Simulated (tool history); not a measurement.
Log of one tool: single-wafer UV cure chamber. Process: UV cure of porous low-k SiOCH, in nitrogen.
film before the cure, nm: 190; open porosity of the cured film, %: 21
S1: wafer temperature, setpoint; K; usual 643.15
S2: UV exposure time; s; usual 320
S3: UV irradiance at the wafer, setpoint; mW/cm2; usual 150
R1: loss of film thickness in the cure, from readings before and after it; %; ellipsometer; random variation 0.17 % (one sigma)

run	hour	S1	S2	S3	R1
1	0	643.15	320	150	13.351
2	13.9	643.15	430	150	14.476
3	38.1	643.15	430	150	14.243
4	64.3	643.15	430	150	14.143
5	81.2	643.15	320	150	12.881
6	109.6	643.15	320	150	12.777
7	139.9	635.15	320	150	12.405
8	174	635.15	320	150	12.367
# hour 204.5: quartz window cleaned
9	228	635.15	320	150	13.011
10	263.3	643.15	320	150	13.512
11	295	643.15	320	150	13.101
12	325.8	637.15	440	150	14.41

Run 13 comes next. What will it give?
13	339.9	632.15	385	169	?

Run 13 gave R1 14.643 %.
Without the tool's hidden state the same run would have given R1 16.736 %.

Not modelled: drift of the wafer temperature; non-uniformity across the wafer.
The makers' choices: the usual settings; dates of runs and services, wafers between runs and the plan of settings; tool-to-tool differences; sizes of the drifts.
